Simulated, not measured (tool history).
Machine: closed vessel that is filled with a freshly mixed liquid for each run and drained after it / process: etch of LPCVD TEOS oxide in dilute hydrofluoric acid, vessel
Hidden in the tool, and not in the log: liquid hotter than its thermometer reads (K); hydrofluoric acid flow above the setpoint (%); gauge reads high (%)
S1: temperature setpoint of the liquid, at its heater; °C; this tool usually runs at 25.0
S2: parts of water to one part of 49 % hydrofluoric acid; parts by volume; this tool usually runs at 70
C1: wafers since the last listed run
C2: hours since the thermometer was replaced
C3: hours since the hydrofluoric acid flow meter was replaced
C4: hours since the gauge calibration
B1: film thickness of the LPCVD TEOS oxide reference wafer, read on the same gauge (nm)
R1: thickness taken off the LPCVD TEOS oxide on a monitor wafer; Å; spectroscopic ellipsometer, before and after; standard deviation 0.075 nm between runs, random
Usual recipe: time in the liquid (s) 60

run 1 day=0.000 | S1=25.0 S2=90 time_in_the_liquid_(s)=45 | C1=0 C2=409.6 C3=1357.5 C4=175.8 | B1=70.00 | R1=116.1
run 2 day=1.608 | S1=25.0 S2=90 time_in_the_liquid_(s)=45 | C1=4020 C2=448.2 C3=1396.1 C4=214.4 | B1=70.01 | R1=117.2
run 3 day=5.717 | S1=25.0 S2=70 time_in_the_liquid_(s)=60 | C1=10269 C2=546.8 C3=1494.7 C4=313.0 | B1=70.04 | R1=206.5
-- day=6.429 thermometer replaced
run 4 day=8.571 | S1=27.0 S2=70 time_in_the_liquid_(s)=60 | C1=7030 C2=51.4 C3=1563.2 C4=381.5 | B1=69.97 | R1=218.4
run 5 day=12.229 | S1=27.0 S2=70 time_in_the_liquid_(s)=60 | C1=9144 C2=139.2 C3=1651.0 C4=469.3 | B1=69.98 | R1=219.3
run 6 day=13.825 | S1=27.0 S2=70 time_in_the_liquid_(s)=60 | C1=3989 C2=177.5 C3=1689.3 C4=507.6 | B1=70.01 | R1=220.1
run 7 day=17.079 | S1=25.0 S2=70 time_in_the_liquid_(s)=60 | C1=8134 C2=255.6 C3=1767.4 C4=585.7 | B1=69.99 | R1=204.2
run 8 day=18.804 | S1=23.0 S2=70 time_in_the_liquid_(s)=60 | C1=4311 C2=297.0 C3=1808.8 C4=627.1 | B1=69.98 | R1=189.7
run 9 day=22.592 | S1=23.0 S2=70 time_in_the_liquid_(s)=60 | C1=9467 C2=387.9 C3=1899.7 C4=718.0 | B1=70.01 | R1=190.5
-- day=30.425 thermometer replaced
run 10 day=34.567 | S1=23.0 S2=70 time_in_the_liquid_(s)=60 | C1=29829 C2=99.4 C3=2187.1 C4=1005.4 | B1=69.96 | R1=199.4
run 11 day=38.700 | S1=25.0 S2=70 time_in_the_liquid_(s)=60 | C1=10331 C2=198.6 C3=2286.3 C4=1104.6 | B1=69.98 | R1=218.1
run 12 day=42.642 | S1=29.5 S2=70 time_in_the_liquid_(s)=35 | C1=9852 C2=293.2 C3=2380.9 C4=1199.2 | B1=69.98 | R1=153.4
-- day=42.796 thermometer replaced, repeated, since the last time left the tool worse
-- day=44.838 gauge calibrated
run 13 day=46.162 | S1=25.0 S2=70 time_in_the_liquid_(s)=60 | C1=8696 C2=80.8 C3=2465.4 C4=31.8 | B1=70.03 | R1=201.3
run 14 day=49.146 | S1=21.0 S2=100 time_in_the_liquid_(s)=85 | C1=7457 C2=152.4 C3=2537.0 C4=103.4 | B1=69.99 | R1=165.6
run 15 day=50.992 | S1=25.0 S2=70 time_in_the_liquid_(s)=60 | C1=4613 C2=196.7 C3=2581.3 C4=147.7 | B1=70.03 | R1=202.1
-- day=51.842 hydrofluoric acid flow meter replaced
run 16 day=54.738 | S1=27.0 S2=45 time_in_the_liquid_(s)=90 | C1=9259 C2=286.6 C3=69.5 C4=237.6 | B1=70.04 | R1=532.2
run 17 day=57.658 | S1=21.5 S2=70 time_in_the_liquid_(s)=60 | C1=7301 C2=356.7 C3=139.6 C4=307.7 | B1=69.98 | R1=178.9
run 18 day=60.800 | S1=25.0 S2=70 time_in_the_liquid_(s)=60 | C1=7853 C2=432.1 C3=215.0 C4=383.1 | B1=70.01 | R1=206.2
run 19 day=62.479 | S1=28.5 S2=50 time_in_the_liquid_(s)=60 | C1=4197 C2=472.4 C3=255.3 C4=423.4 | B1=70.02 | R1=343.5
-- day=65.804 thermometer replaced
run 20 day=66.408 | S1=27.0 S2=100 time_in_the_liquid_(s)=45 | C1=9717 C2=14.5 C3=349.6 C4=517.7 | B1=70.00 | R1=109.7
run 21 day=70.679 | S1=27.0 S2=40 time_in_the_liquid_(s)=30 | C1=10675 C2=117.0 C3=452.1 C4=620.2 | B1=70.01 | R1=198.2

Here are 4 independent what-if runs from the current tool condition. What would each one return?
run A day=70.708 | S1=27.5 S2=70 time_in_the_liquid_(s)=60 | C1=72 C2=117.7 C3=452.8 C4=620.9 | B1=? | R1=?
run B day=70.708 | S1=25.0 S2=55 time_in_the_liquid_(s)=60 | C1=72 C2=117.7 C3=452.8 C4=620.9 | B1=? | R1=?
run C day=70.708 | S1=21.0 S2=70 time_in_the_liquid_(s)=60 | C1=72 C2=117.7 C3=452.8 C4=620.9 | B1=? | R1=?
run D day=70.708 | S1=27.0 S2=55 time_in_the_liquid_(s)=85 | C1=72 C2=117.7 C3=452.8 C4=620.9 | B1=? | R1=?

run=A B1=69.97 R1=221.8
run=B B1=69.97 R1=260.9
run=C B1=69.97 R1=170.6
run=D B1=69.97 R1=400.5
Without the tool's unlogged condition, the same runs would have read:
run=A R1=219.9
run=B R1=258.5
run=C R1=169.1
run=D R1=397.0
